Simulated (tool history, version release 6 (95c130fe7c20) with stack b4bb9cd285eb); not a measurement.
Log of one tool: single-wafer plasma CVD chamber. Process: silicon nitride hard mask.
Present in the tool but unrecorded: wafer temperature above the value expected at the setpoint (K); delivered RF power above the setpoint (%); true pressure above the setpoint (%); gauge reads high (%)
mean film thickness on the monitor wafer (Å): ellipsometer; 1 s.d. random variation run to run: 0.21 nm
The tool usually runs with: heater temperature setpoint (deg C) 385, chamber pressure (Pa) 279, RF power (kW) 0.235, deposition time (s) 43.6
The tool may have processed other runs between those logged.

run	hour	heater temperature setpoint (deg C)	chamber pressure (Pa)	RF power (kW)	deposition time (s)	wafers since the last listed run	hours since the last thermocouple change	hours since the last RF generator calibration	hours since the last manometer calibration	hours since the showerhead was replaced	hours since the gauge calibration	read-back reference wafer on the same gauge, thickness_nm	mean film thickness on the monitor wafer (Å)
1	0.0	385	279	0.235	43.6	0	286.7	430.7	1248.2	7321.8	1604.1	48.262	418.00
2	74.4	385	279	0.235	43.6	1556	361.1	505.1	1322.6	7396.2	1678.5	48.277	413.12
3	181.2	385	279	0.235	43.6	2234	467.9	611.9	1429.4	7503.0	1785.3	48.321	416.60
4	265.2	385	279	0.235	43.6	1757	551.9	695.9	1513.4	7587.0	1869.3	48.312	416.75
5	322.6	385	313	0.235	43.6	1200	609.3	753.3	1570.8	7644.4	1926.7	48.278	428.62
# hour 393.0: showerhead replaced
6	406.7	385	307	0.235	43.6	1591	693.4	837.4	1654.9	13.7	2010.8	48.331	428.91
# hour 575.1: RF generator calibrated
7	697.0	385	279	0.235	43.6	5905	983.7	121.9	1945.2	304.0	2301.1	48.270	415.73
8	733.1	385	279	0.235	43.6	755	1019.8	158.0	1981.3	340.1	2337.2	48.324	414.65
9	801.9	385	320	0.235	43.6	1439	1088.6	226.8	2050.1	408.9	2406.0	48.333	433.12
# hour 884.2: thermocouple changed; heater temperature recalibrated
10	888.8	385	279	0.235	43.6	1650	4.6	313.7	2137.0	495.8	2492.9	48.278	418.86
11	929.3	390	279	0.235	47.1	847	45.1	354.2	2177.5	536.3	2533.4	48.282	456.16
12	974.8	385	279	0.235	43.6	951	90.6	399.7	2223.0	581.8	2578.9	48.260	417.90
13	1025.9	390	279	0.235	49.7	1068	141.7	450.8	2274.1	632.9	2630.0	48.295	474.59
14	1113.6	385	279	0.205	43.6	1834	229.4	538.5	2361.8	720.6	2717.7	48.343	366.85
15	1214.6	385	279	0.235	38.0	2112	330.4	639.5	2462.8	821.6	2818.7	48.301	364.74
16	1259.4	396	340	0.235	43.6	937	375.2	684.3	2507.6	866.4	2863.5	48.271	431.98
# hour 1314.5: gauge calibrated
17	1316.1	376	279	0.260	43.6	1186	431.9	741.0	2564.3	923.1	1.6	48.384	458.47
18	1357.0	385	279	0.235	43.6	855	472.8	781.9	2605.2	964.0	42.5	48.268	420.55
19	1408.7	380	215	0.205	46.7	1081	524.5	833.6	2656.9	1015.7	94.2	48.268	372.71
20	1500.7	385	279	0.235	43.6	1924	616.5	925.6	2748.9	1107.7	186.2	48.330	420.66
# hour 1567.5: RF generator calibrated
21	1597.8	385	225	0.235	36.3	1863	713.6	30.3	2846.0	1204.8	283.3	48.330	330.82
22	1676.2	385	328	0.235	43.6	1640	792.0	108.7	2924.4	1283.2	361.7	48.282	433.16
# hour 1698.2: capacitance manometer re-zeroed and calibrated
23	1760.5	393	279	0.235	37.9	1596	876.3	193.0	62.3	1367.5	446.0	48.319	361.96
24	1820.7	380	312	0.220	49.0	1259	936.5	253.2	122.5	1427.7	506.2	48.287	453.76
25	1923.8	375	279	0.235	43.6	2156	1039.6	356.3	225.6	1530.8	609.3	48.350	423.08
26	2017.6	374	211	0.270	36.7	1962	1133.4	450.1	319.4	1624.6	703.1	48.305	372.76
# hour 2062.5: thermocouple changed; heater temperature recalibrated
27	2091.8	389	213	0.245	43.6	1384	29.3	524.3	393.6	1698.8	777.3	48.323	410.55
28	2149.4	385	279	0.235	40.9	1204	86.9	581.9	451.2	1756.4	834.9	48.372	391.74
29	2256.8	385	312	0.235	43.6	2246	194.3	689.3	558.6	1863.8	942.3	48.312	428.26

Predict each of these 3 candidate next runs independently; none follows another, all start after run 29:
A	2257.2	385	279	0.235	43.6	8	194.7	689.7	559.0	1864.2	942.7	?	?
B	2257.2	372	297	0.220	49.0	8	194.7	689.7	559.0	1864.2	942.7	?	?
C	2257.2	385	279	0.235	37.5	8	194.7	689.7	559.0	1864.2	942.7	?	?

run	read-back reference wafer on the same gauge, thickness_nm	mean film thickness on the monitor wafer (Å)
A	48.315	418.19
B	48.315	450.52
C	48.315	359.80
With no hidden state in the tool, these same runs would have given:
run	mean film thickness on the monitor wafer (Å)
A	418.19
B	450.52
C	359.80

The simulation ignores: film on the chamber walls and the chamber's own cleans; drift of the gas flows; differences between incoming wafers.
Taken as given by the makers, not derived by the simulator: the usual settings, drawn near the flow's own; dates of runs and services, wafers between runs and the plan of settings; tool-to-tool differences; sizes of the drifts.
